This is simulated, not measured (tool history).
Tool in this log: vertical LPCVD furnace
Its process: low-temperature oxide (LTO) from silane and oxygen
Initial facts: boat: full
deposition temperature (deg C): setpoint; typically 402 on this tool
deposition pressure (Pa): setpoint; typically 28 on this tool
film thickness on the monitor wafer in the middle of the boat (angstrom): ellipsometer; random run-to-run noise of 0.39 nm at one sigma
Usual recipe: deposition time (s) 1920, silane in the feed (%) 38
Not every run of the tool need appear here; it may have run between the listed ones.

run	hour	deposition temperature (deg C)	deposition pressure (Pa)	deposition time (s)	silane in the feed (%)	wafers since the last listed run	hours since the last temperature calibration	hours since the pressure gauge was zeroed	hours since the silane flow controller was replaced	hours since the gauge calibration	read-back reference wafer on the same gauge, thickness	film thickness on the monitor wafer in the middle of the boat (angstrom)
1	0	402	25.3	1920	38	0	3395.8	1913.4	3843.8	180.8	274.92	2414.2
2	9.1	402	28	1920	38	128	3404.9	1922.5	3852.9	189.9	274.93	2660.6
3	18	402	28	1920	38	125	3413.8	1931.4	3861.8	198.8	274.82	2666.9
4	30.5	402	28	1920	38	175	3426.3	1943.9	3874.3	211.3	275.01	2663.2
5	41.2	402	28	1920	38	150	3437	1954.6	3885	222	274.9	2666.5
6	49.3	411	28	1920	38	113	3445.1	1962.7	3893.1	230.1	274.87	2936.1
7	64.3	402	28	1920	38	211	3460.1	1977.7	3908.1	245.1	275.02	2673
8	77.9	402	28	1920	38	191	3473.7	1991.3	3921.7	258.7	275.29	2673.9
9	95.8	402	28	1920	34	251	3491.6	2009.2	3939.6	276.6	275.13	2311.4
10	110.1	402	28	1920	34	201	3505.9	2023.5	3953.9	290.9	275.11	2313.1
11	119	402	28	1920	34	125	3514.8	2032.4	3962.8	299.8	274.89	2306.5
12	130.3	413	25.3	1920	35	159	3526.1	2043.7	3974.1	311.1	275.08	2460.5
13	144.8	402	28	1920	33	204	3540.6	2058.2	3988.6	325.6	274.92	2215.6
14	152.8	402	21.3	1920	38	112	3548.6	2066.2	3996.6	333.6	274.96	2063
15	162.1	402	28	1920	38	130	3557.9	2075.5	4005.9	342.9	275.03	2679.7
# hour 200.4: pressure gauge zeroed
# hour 200.5: silane flow controller replaced
16	200.9	412	28	1260	38	207	3596.7	0.5	0.4	381.7	275.14	1895.8
17	204.9	402	30	1410	38	56	3600.7	4.5	4.4	385.7	274.99	2031.8

Run 18 has not been measured yet. What should we expect?
18	208.9	402	32	1500	38	37	3604.7	8.5	8.4	389.7	?	?

read-back reference wafer on the same gauge, thickness: 275.29
film thickness on the monitor wafer in the middle of the boat (angstrom): 2314.9
With no hidden state in the tool, this same run would have given film thickness on the monitor wafer in the middle of the boat (angstrom) 2309.8.

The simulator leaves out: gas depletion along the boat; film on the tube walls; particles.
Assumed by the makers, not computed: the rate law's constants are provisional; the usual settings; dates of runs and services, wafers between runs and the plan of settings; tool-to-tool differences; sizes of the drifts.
